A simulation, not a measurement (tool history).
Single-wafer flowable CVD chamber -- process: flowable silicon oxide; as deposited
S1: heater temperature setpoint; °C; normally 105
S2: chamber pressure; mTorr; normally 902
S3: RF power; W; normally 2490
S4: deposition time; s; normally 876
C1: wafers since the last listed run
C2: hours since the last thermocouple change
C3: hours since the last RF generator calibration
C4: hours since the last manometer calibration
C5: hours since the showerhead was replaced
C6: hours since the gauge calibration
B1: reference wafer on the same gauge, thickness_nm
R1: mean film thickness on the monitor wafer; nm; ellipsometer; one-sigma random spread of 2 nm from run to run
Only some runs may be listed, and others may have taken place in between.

| run | hour | S1 | S2 | S3 | S4 | C1 | C2 | C3 | C4 | C5 | C6 | B1 | R1 |
|---|---|---|---|---|---|---|---|---|---|---|---|---|---|
| 1 | 0 | 105 | 902 | 2490 | 876 | 0 | 1083.9 | 1646.2 | 597.8 | 6750.1 | 613.5 | 528.126 | 570.055 |
| 2 | 53.4 | 105 | 1010 | 2490 | 876 | 152 | 1137.3 | 1699.6 | 651.2 | 6803.5 | 666.9 | 529.676 | 622.881 |
| 3 | 106.4 | 105 | 1010 | 2490 | 876 | 151 | 1190.3 | 1752.6 | 704.2 | 6856.5 | 719.9 | 529.535 | 624.008 |
| 4 | 153.8 | 105 | 902 | 2490 | 876 | 135 | 1237.7 | 1800 | 751.6 | 6903.9 | 767.3 | 531.416 | 570.678 |
| 5 | 255.1 | 105 | 902 | 2490 | 876 | 288 | 1339 | 1901.3 | 852.9 | 7005.2 | 868.6 | 533.04 | 569.335 |
| 6 | 331.2 | 105 | 902 | 2490 | 876 | 217 | 1415.1 | 1977.4 | 929 | 7081.3 | 944.7 | 534.238 | 573.285 |
| 7 | 382.5 | 105 | 902 | 2490 | 876 | 146 | 1466.4 | 2028.7 | 980.3 | 7132.6 | 996 | 535.797 | 571.429 |
|  | 414.6 | thermocouple changed; heater temperature recalibrated |
|  | 415.5 | gauge calibrated |
| 8 | 462.3 | 105 | 902 | 2490 | 876 | 204 | 47.7 | 2108.5 | 1060.1 | 7212.4 | 46.8 | 524.027 | 566.282 |
| 9 | 503.9 | 105 | 902 | 2490 | 876 | 118 | 89.3 | 2150.1 | 1101.7 | 7254 | 88.4 | 523.754 | 562.728 |
|  | 538.2 | RF generator calibrated |
| 10 | 597.7 | 105 | 902 | 2490 | 876 | 244 | 183.1 | 59.5 | 1195.5 | 7347.8 | 182.2 | 523.472 | 563.669 |
|  | 689.4 | capacitance manometer re-zeroed and calibrated |
| 11 | 689.9 | 105 | 902 | 2490 | 978 | 240 | 275.3 | 151.7 | 0.5 | 7440 | 274.4 | 523.843 | 631.448 |
| 12 | 755.2 | 101 | 902 | 2965 | 876 | 186 | 340.6 | 217 | 65.8 | 7505.3 | 339.7 | 524.899 | 668.346 |
| 13 | 827.2 | 98 | 902 | 2490 | 1038 | 205 | 412.6 | 289 | 137.8 | 7577.3 | 411.7 | 525.331 | 873.999 |
|  | 836 | showerhead replaced |
| 14 | 863.5 | 116 | 698 | 2700 | 802 | 80 | 448.9 | 325.3 | 174.1 | 27.5 | 448 | 525.721 | 283.206 |
| 15 | 910.1 | 115 | 902 | 2490 | 876 | 132 | 495.5 | 371.9 | 220.7 | 74.1 | 494.6 | 526.154 | 392.817 |
| 16 | 976.6 | 94 | 751 | 2700 | 730 | 189 | 562 | 438.4 | 287.2 | 140.6 | 561.1 | 527.404 | 622.913 |
| 17 | 1039.5 | 105 | 902 | 2490 | 876 | 179 | 624.9 | 501.3 | 350.1 | 203.5 | 624 | 528.216 | 569.257 |
| 18 | 1083.1 | 116 | 902 | 2805 | 876 | 124 | 668.5 | 544.9 | 393.7 | 247.1 | 667.6 | 528.715 | 386.837 |

Branching from run 18: 3 alternative next runs. What would each branch give?
| A | 1083.7 | 105 | 902 | 2490 | 876 | 1 | 669.1 | 545.5 | 394.3 | 247.7 | 668.2 | ? | ? |
| B | 1083.7 | 99 | 902 | 2490 | 876 | 1 | 669.1 | 545.5 | 394.3 | 247.7 | 668.2 | ? | ? |
| C | 1083.7 | 118 | 1108 | 2170 | 733 | 1 | 669.1 | 545.5 | 394.3 | 247.7 | 668.2 | ? | ? |

| run | B1 | R1 |
|---|---|---|
| A | 529.658 | 568.458 |
| B | 529.658 | 714.371 |
| C | 529.658 | 346.825 |
What these runs would have given with no unlogged condition in the tool:
| run | R1 |
|---|---|
| A | 564.311 |
| B | 709.159 |
| C | 344.294 |
